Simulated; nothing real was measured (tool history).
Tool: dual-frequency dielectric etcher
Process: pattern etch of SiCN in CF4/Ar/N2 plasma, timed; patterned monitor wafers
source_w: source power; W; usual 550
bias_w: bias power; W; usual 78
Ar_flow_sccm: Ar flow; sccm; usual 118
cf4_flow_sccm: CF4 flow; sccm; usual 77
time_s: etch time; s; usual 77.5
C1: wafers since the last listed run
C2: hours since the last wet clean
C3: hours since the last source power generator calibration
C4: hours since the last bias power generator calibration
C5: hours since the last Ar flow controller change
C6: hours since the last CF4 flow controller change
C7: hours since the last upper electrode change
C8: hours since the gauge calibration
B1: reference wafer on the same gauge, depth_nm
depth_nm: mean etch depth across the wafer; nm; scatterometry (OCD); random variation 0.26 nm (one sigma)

{"run": 1, "day": 0.0, "source_w": 550, "bias_w": 78, "Ar_flow_sccm": 118, "cf4_flow_sccm": 81, "time_s": 77.5, "C1": 0, "C2": 210, "C3": 1248.4, "C4": 3198.2, "C5": 2976.1, "C6": 735.4, "C7": 4390.7, "C8": 1428.4, "B1": 83.8, "depth_nm": 79}
{"run": 2, "day": 1.617, "source_w": 550, "bias_w": 78, "Ar_flow_sccm": 118, "cf4_flow_sccm": 81, "time_s": 77.5, "C1": 339, "C2": 248.8, "C3": 1287.2, "C4": 3237, "C5": 3014.9, "C6": 774.2, "C7": 4429.5, "C8": 1467.2, "B1": 83.9, "depth_nm": 79.6}
{"run": 3, "day": 5.304, "source_w": 550, "bias_w": 78, "Ar_flow_sccm": 118, "cf4_flow_sccm": 81, "time_s": 77.5, "C1": 775, "C2": 337.3, "C3": 1375.7, "C4": 3325.5, "C5": 3103.4, "C6": 862.7, "C7": 4518, "C8": 1555.7, "B1": 83.9, "depth_nm": 79.4}
{"run": 4, "day": 8.55, "source_w": 550, "bias_w": 78, "Ar_flow_sccm": 118, "cf4_flow_sccm": 66, "time_s": 77.5, "C1": 682, "C2": 415.2, "C3": 1453.6, "C4": 3403.4, "C5": 3181.3, "C6": 940.6, "C7": 4595.9, "C8": 1633.6, "B1": 83.9, "depth_nm": 77.2}
{"run": 5, "day": 12.121, "source_w": 550, "bias_w": 78, "Ar_flow_sccm": 118, "cf4_flow_sccm": 77, "time_s": 77.5, "C1": 750, "C2": 500.9, "C3": 1539.3, "C4": 3489.1, "C5": 3267, "C6": 1026.3, "C7": 4681.6, "C8": 1719.3, "B1": 83.8, "depth_nm": 79.1}
{"day": 15.762, "done": "gauge calibrated"}
{"run": 6, "day": 16.342, "source_w": 550, "bias_w": 78, "Ar_flow_sccm": 118, "cf4_flow_sccm": 77, "time_s": 77.5, "C1": 887, "C2": 602.2, "C3": 1640.6, "C4": 3590.4, "C5": 3368.3, "C6": 1127.6, "C7": 4782.9, "C8": 13.9, "B1": 83.9, "depth_nm": 79.6}
{"run": 7, "day": 18.15, "source_w": 590, "bias_w": 78, "Ar_flow_sccm": 118, "cf4_flow_sccm": 77, "time_s": 77.5, "C1": 380, "C2": 645.6, "C3": 1684, "C4": 3633.8, "C5": 3411.7, "C6": 1171, "C7": 4826.3, "C8": 57.3, "B1": 83.9, "depth_nm": 84.6}
{"day": 19.704, "done": "wet clean of the chamber"}
{"day": 19.733, "done": "source power generator calibrated"}
{"run": 8, "day": 19.879, "source_w": 550, "bias_w": 98, "Ar_flow_sccm": 128, "cf4_flow_sccm": 92, "time_s": 90, "C1": 146, "C2": 4.2, "C3": 3.5, "C4": 3675.3, "C5": 3453.2, "C6": 1212.5, "C7": 4867.8, "C8": 98.8, "B1": 83.9, "depth_nm": 97.3}
{"run": 9, "day": 22.638, "source_w": 550, "bias_w": 78, "Ar_flow_sccm": 118, "cf4_flow_sccm": 77, "time_s": 67.5, "C1": 579, "C2": 70.4, "C3": 69.7, "C4": 3741.5, "C5": 3519.4, "C6": 1278.7, "C7": 4934, "C8": 165, "B1": 83.9, "depth_nm": 68.1}
{"run": 10, "day": 27.05, "source_w": 500, "bias_w": 78, "Ar_flow_sccm": 118, "cf4_flow_sccm": 66, "time_s": 77.5, "C1": 927, "C2": 176.3, "C3": 175.6, "C4": 3847.4, "C5": 3625.3, "C6": 1384.6, "C7": 5039.9, "C8": 270.9, "B1": 84, "depth_nm": 70.8}
{"day": 29.267, "done": "bias power generator calibrated"}
{"run": 11, "day": 29.9, "source_w": 550, "bias_w": 78, "Ar_flow_sccm": 118, "cf4_flow_sccm": 82, "time_s": 86.5, "C1": 564, "C2": 244.7, "C3": 244, "C4": 15.2, "C5": 3693.7, "C6": 1453, "C7": 5108.3, "C8": 339.3, "B1": 83.9, "depth_nm": 88.3}
{"run": 12, "day": 32.492, "source_w": 550, "bias_w": 78, "Ar_flow_sccm": 118, "cf4_flow_sccm": 77, "time_s": 77.5, "C1": 544, "C2": 306.9, "C3": 306.2, "C4": 77.4, "C5": 3755.9, "C6": 1515.2, "C7": 5170.5, "C8": 401.5, "B1": 84, "depth_nm": 78.3}
{"day": 33.196, "done": "Ar flow controller replaced"}
{"day": 34.617, "done": "upper electrode replaced"}
{"run": 13, "day": 34.788, "source_w": 550, "bias_w": 89, "Ar_flow_sccm": 103, "cf4_flow_sccm": 77, "time_s": 77.5, "C1": 219, "C2": 362, "C3": 361.3, "C4": 132.5, "C5": 38.2, "C6": 1570.3, "C7": 4.1, "C8": 456.6, "B1": 83.9, "depth_nm": 83}
{"run": 14, "day": 37.662, "source_w": 490, "bias_w": 78, "Ar_flow_sccm": 142, "cf4_flow_sccm": 72, "time_s": 89, "C1": 604, "C2": 431, "C3": 430.3, "C4": 201.5, "C5": 107.2, "C6": 1639.3, "C7": 73.1, "C8": 525.6, "B1": 83.9, "depth_nm": 79}
{"day": 39.467, "done": "CF4 flow controller replaced"}
{"run": 15, "day": 39.792, "source_w": 410, "bias_w": 70, "Ar_flow_sccm": 142, "cf4_flow_sccm": 77, "time_s": 77.5, "C1": 395, "C2": 482.1, "C3": 481.4, "C4": 252.6, "C5": 158.3, "C6": 7.8, "C7": 124.2, "C8": 576.7, "B1": 83.9, "depth_nm": 58.3}
{"day": 43.683, "done": "wet clean of the chamber"}
{"run": 16, "day": 43.725, "source_w": 460, "bias_w": 84, "Ar_flow_sccm": 135, "cf4_flow_sccm": 62, "time_s": 77.5, "C1": 616, "C2": 1, "C3": 575.8, "C4": 347, "C5": 252.7, "C6": 102.2, "C7": 218.6, "C8": 671.1, "B1": 84, "depth_nm": 65.5}
{"run": 17, "day": 45.538, "source_w": 550, "bias_w": 78, "Ar_flow_sccm": 89, "cf4_flow_sccm": 77, "time_s": 71.5, "C1": 381, "C2": 44.5, "C3": 619.3, "C4": 390.5, "C5": 296.2, "C6": 145.7, "C7": 262.1, "C8": 714.6, "B1": 84, "depth_nm": 75.6}
{"run": 18, "day": 47.567, "source_w": 510, "bias_w": 78, "Ar_flow_sccm": 118, "cf4_flow_sccm": 77, "time_s": 77.5, "C1": 426, "C2": 93.2, "C3": 668, "C4": 439.2, "C5": 344.9, "C6": 194.4, "C7": 310.8, "C8": 763.3, "B1": 83.9, "depth_nm": 73.5}
{"run": 19, "day": 49.971, "source_w": 600, "bias_w": 78, "Ar_flow_sccm": 118, "cf4_flow_sccm": 77, "time_s": 62, "C1": 505, "C2": 150.9, "C3": 725.7, "C4": 496.9, "C5": 402.6, "C6": 252.1, "C7": 368.5, "C8": 821, "B1": 83.9, "depth_nm": 67.4}
{"run": 20, "day": 53.167, "source_w": 550, "bias_w": 78, "Ar_flow_sccm": 118, "cf4_flow_sccm": 77, "time_s": 77.5, "C1": 671, "C2": 227.6, "C3": 802.4, "C4": 573.6, "C5": 479.3, "C6": 328.8, "C7": 445.2, "C8": 897.7, "B1": 84, "depth_nm": 78.7}
{"run": 21, "day": 55.792, "source_w": 460, "bias_w": 84, "Ar_flow_sccm": 135, "cf4_flow_sccm": 62, "time_s": 77.5, "C1": 551, "C2": 290.6, "C3": 865.4, "C4": 636.6, "C5": 542.3, "C6": 391.8, "C7": 508.2, "C8": 960.7, "B1": 83.9, "depth_nm": 65.9}

4 ways to go on from here, each from the tool as it stands after run 21. What would each give?
{"run": "A", "day": 55.808, "source_w": 550, "bias_w": 92, "Ar_flow_sccm": 118, "cf4_flow_sccm": 77, "time_s": 77.5, "C1": 3, "C2": 291, "C3": 865.8, "C4": 637, "C5": 542.7, "C6": 392.2, "C7": 508.6, "C8": 961.1, "B1": "?", "depth_nm": "?"}
{"run": "B", "day": 55.808, "source_w": 550, "bias_w": 87, "Ar_flow_sccm": 105, "cf4_flow_sccm": 77, "time_s": 77.5, "C1": 3, "C2": 291, "C3": 865.8, "C4": 637, "C5": 542.7, "C6": 392.2, "C7": 508.6, "C8": 961.1, "B1": "?", "depth_nm": "?"}
{"run": "C", "day": 55.808, "source_w": 550, "bias_w": 78, "Ar_flow_sccm": 118, "cf4_flow_sccm": 94, "time_s": 85, "C1": 3, "C2": 291, "C3": 865.8, "C4": 637, "C5": 542.7, "C6": 392.2, "C7": 508.6, "C8": 961.1, "B1": "?", "depth_nm": "?"}
{"run": "D", "day": 55.808, "source_w": 550, "bias_w": 78, "Ar_flow_sccm": 108, "cf4_flow_sccm": 70, "time_s": 97, "C1": 3, "C2": 291, "C3": 865.8, "C4": 637, "C5": 542.7, "C6": 392.2, "C7": 508.6, "C8": 961.1, "B1": "?", "depth_nm": "?"}

run=A B1=83.9 depth_nm=82.4
run=B B1=83.9 depth_nm=82.6
run=C B1=83.9 depth_nm=88.8
run=D B1=83.9 depth_nm=99.1
Without the tool's hidden state the same runs would have given:
run=A depth_nm=81.8
run=B depth_nm=82
run=C depth_nm=88.1
run=D depth_nm=98.3
